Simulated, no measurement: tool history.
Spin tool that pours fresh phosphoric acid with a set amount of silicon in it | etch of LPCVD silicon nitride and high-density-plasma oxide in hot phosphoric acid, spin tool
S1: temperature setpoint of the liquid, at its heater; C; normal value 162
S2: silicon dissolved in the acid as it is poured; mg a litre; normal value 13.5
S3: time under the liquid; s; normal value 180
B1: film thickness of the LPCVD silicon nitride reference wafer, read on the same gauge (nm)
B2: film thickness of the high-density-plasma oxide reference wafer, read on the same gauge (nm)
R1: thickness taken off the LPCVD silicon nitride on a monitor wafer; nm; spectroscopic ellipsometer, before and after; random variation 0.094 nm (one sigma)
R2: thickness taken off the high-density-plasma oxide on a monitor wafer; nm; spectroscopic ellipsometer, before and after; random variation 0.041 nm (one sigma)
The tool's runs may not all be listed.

| run | hour | S1 | S2 | S3 | B1 | B2 | R1 | R2 |
|---|---|---|---|---|---|---|---|---|
| 1 | 0 | 163 | 13.5 | 180 | 49.97 | 40.007 | 17.36 | 0.887 |
| 2 | 18.3 | 163.5 | 13.5 | 180 | 50.01 | 39.982 | 17.51 | 0.833 |
| 3 | 51.4 | 162 | 13.5 | 180 | 50.01 | 40.031 | 16.61 | 0.822 |
| 4 | 83.2 | 162 | 13.5 | 180 | 50.03 | 40.005 | 16.69 | 0.725 |
| 5 | 107 | 164.5 | 13.5 | 130 | 49.97 | 40.05 | 13.06 | 0.727 |
| 6 | 142 | 163.5 | 10.5 | 180 | 49.97 | 39.976 | 17.42 | 0.872 |
| 7 | 162.2 | 163 | 8.5 | 85 | 50 | 39.968 | 8.1 | 0.43 |
| 8 | 181.7 | 162 | 13.5 | 180 | 50 | 39.969 | 16.42 | 0.759 |
| 9 | 208.3 | 162 | 13.5 | 180 | 49.98 | 39.989 | 16.67 | 0.779 |
| 10 | 223.7 | 161 | 24 | 75 | 50.03 | 39.974 | 6.62 | 0.214 |
| 11 | 254.2 | 162 | 13.5 | 180 | 50 | 40.013 | 16.33 | 0.748 |
| 12 | 289.4 | 159.5 | 4 | 180 | 50.02 | 40.015 | 15.13 | 0.78 |
| 13 | 307.9 | 164.5 | 13.5 | 180 | 50.03 | 40.005 | 17.88 | 0.983 |
| 14 | 339.3 | 161 | 19.5 | 180 | 49.97 | 39.978 | 15.78 | 0.584 |
| 15 | 354.4 | 162 | 13.5 | 245 | 49.99 | 40.036 | 22.37 | 1.014 |
| 16 | 369.2 | 160.5 | 13.5 | 180 | 49.99 | 39.987 | 15.62 | 0.682 |
| 17 | 388.4 | 161 | 19.5 | 180 | 50.02 | 39.966 | 15.77 | 0.589 |
| 18 | 417.9 | 163.5 | 13.5 | 235 | 50.02 | 39.995 | 22.53 | 1.072 |
| 19 | 450.2 | 163.5 | 23.5 | 260 | 50.01 | 39.961 | 24.72 | 0.953 |
| 20 | 479.5 | 164.5 | 22 | 275 | 50.03 | 39.991 | 26.73 | 1.173 |

Consider 5 possible next runs. They are alternatives, not a sequence: every one starts from the tool as it was left by run 20. What does each give?
| A | 480 | 162 | 13.5 | 215 | ? | ? | ? | ? |
| B | 480 | 159.5 | 8.5 | 250 | ? | ? | ? | ? |
| C | 480 | 161 | 13.5 | 80 | ? | ? | ? | ? |
| D | 480 | 162 | 4 | 180 | ? | ? | ? | ? |
| E | 480 | 162 | 13.5 | 225 | ? | ? | ? | ? |

| run | B1 | B2 | R1 | R2 |
|---|---|---|---|---|
| A | 49.98 | 40.041 | 19.32 | 0.859 |
| B | 49.98 | 40.041 | 20.65 | 0.929 |
| C | 49.98 | 40.041 | 6.95 | 0.297 |
| D | 49.98 | 40.041 | 16.17 | 0.884 |
| E | 49.98 | 40.041 | 20.21 | 0.899 |
Without the tool's unlogged condition, the same runs would have read:
| run | R1 | R2 |
|---|---|---|
| A | 20.2 | 0.948 |
| B | 21.6 | 1.027 |
| C | 7.27 | 0.328 |
| D | 16.91 | 0.975 |
| E | 21.14 | 0.992 |
